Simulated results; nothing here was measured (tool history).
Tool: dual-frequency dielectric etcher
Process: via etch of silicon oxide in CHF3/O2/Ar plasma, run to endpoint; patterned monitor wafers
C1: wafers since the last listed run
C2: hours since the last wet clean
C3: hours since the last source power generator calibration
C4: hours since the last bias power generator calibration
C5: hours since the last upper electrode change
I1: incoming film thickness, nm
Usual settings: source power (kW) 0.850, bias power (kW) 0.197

Run 1, day 0.000: usual settings but source power (kW) 0.930; C1 0; C2 250.4; C3 3821.3; C4 2400.4; C5 1799.9; I1 782.6. Result: endpoint time (s) 372.9.
Run 2, day 0.683: usual settings but source power (kW) 0.930; C1 68; C2 266.8; C3 3837.7; C4 2416.8; C5 1816.3; I1 780.4. Result: endpoint time (s) 370.7.
Run 3, day 1.362: usual settings but bias power (kW) 0.159; C1 67; C2 283.1; C3 3854.0; C4 2433.1; C5 1832.6; I1 779.1. Result: endpoint time (s) 401.5.
Run 4, day 2.471: usual settings but bias power (kW) 0.159; C1 110; C2 309.7; C3 3880.6; C4 2459.7; C5 1859.2; I1 775.0. Result: endpoint time (s) 402.8.
Run 5, day 3.612: usual settings; C1 114; C2 337.1; C3 3908.0; C4 2487.1; C5 1886.6; I1 777.4. Result: endpoint time (s) 382.5.
At day 5.054: upper electrode replaced.
Run 6, day 5.075: usual settings; C1 46; C2 372.2; C3 3943.1; C4 2522.2; C5 0.5; I1 777.3. Result: endpoint time (s) 384.9.
Run 7, day 5.796: usual settings; C1 72; C2 389.5; C3 3960.4; C4 2539.5; C5 17.8; I1 775.1. Result: endpoint time (s) 386.8.
At day 6.088: source power generator calibrated.
Run 8, day 6.712: usual settings; C1 74; C2 411.5; C3 15.0; C4 2561.5; C5 39.8; I1 775.2. Result: endpoint time (s) 385.9.
At day 7.950: bias power generator calibrated.
Run 9, day 8.171: usual settings but bias power (kW) 0.181; C1 129; C2 446.5; C3 50.0; C4 5.3; C5 74.8; I1 775.0. Result: endpoint time (s) 397.3.
Run 10, day 8.808: usual settings; C1 63; C2 461.8; C3 65.3; C4 20.6; C5 90.1; I1 776.7. Result: endpoint time (s) 387.4.
Run 11, day 9.412: usual settings but source power (kW) 0.720, bias power (kW) 0.219; C1 60; C2 476.3; C3 79.8; C4 35.1; C5 104.6; I1 776.7. Result: endpoint time (s) 410.3.
Run 12, day 10.342: usual settings but source power (kW) 0.730, bias power (kW) 0.156; C1 92; C2 498.6; C3 102.1; C4 57.4; C5 126.9; I1 776.2. Result: endpoint time (s) 439.8.
At day 11.379: wet clean of the chamber.
Run 13, day 11.400: usual settings; C1 5; C2 0.5; C3 127.5; C4 82.8; C5 152.3; I1 779.4. Result: endpoint time (s) 379.8.
Run 14, day 11.817: usual settings but source power (kW) 0.740, bias power (kW) 0.172; C1 41; C2 10.5; C3 137.5; C4 92.8; C5 162.3; I1 773.7. Result: endpoint time (s) 415.8.
Run 15, day 12.842: usual settings but source power (kW) 0.670, bias power (kW) 0.158; C1 102; C2 35.1; C3 162.1; C4 117.4; C5 186.9; I1 782.8. Result: endpoint time (s) 446.3.
Run 16, day 15.912: usual settings but source power (kW) 0.770, bias power (kW) 0.176; C1 306; C2 108.8; C3 235.8; C4 191.1; C5 260.6; I1 778.2. Result: endpoint time (s) 415.1.

What if the next run were any one of these 5? Each begins from the tool's condition after run 16:
Run A, day 15.933: usual settings; C1 2; C2 109.3; C3 236.3; C4 191.6; C5 261.1; I1 773.1. Result: endpoint time (s) ?.
Run B, day 15.933: usual settings but source power (kW) 0.980, bias power (kW) 0.235; C1 2; C2 109.3; C3 236.3; C4 191.6; C5 261.1; I1 773.1. Result: endpoint time (s) ?.
Run C, day 15.933: usual settings but bias power (kW) 0.236; C1 2; C2 109.3; C3 236.3; C4 191.6; C5 261.1; I1 773.1. Result: endpoint time (s) ?.
Run D, day 15.933: usual settings but bias power (kW) 0.148; C1 2; C2 109.3; C3 236.3; C4 191.6; C5 261.1; I1 773.1. Result: endpoint time (s) ?.
Run E, day 15.933: usual settings but source power (kW) 0.940, bias power (kW) 0.236; C1 2; C2 109.3; C3 236.3; C4 191.6; C5 261.1; I1 773.1. Result: endpoint time (s) ?.

run  endpoint time (s)
  A              378.1
  B              339.8
  C              361.3
  D              403.6
  E              345.7
With no hidden state in the tool, these same runs would have given:
run  endpoint time (s)
  A              372.3
  B              334.6
  C              355.8
  D              397.4
  E              340.4
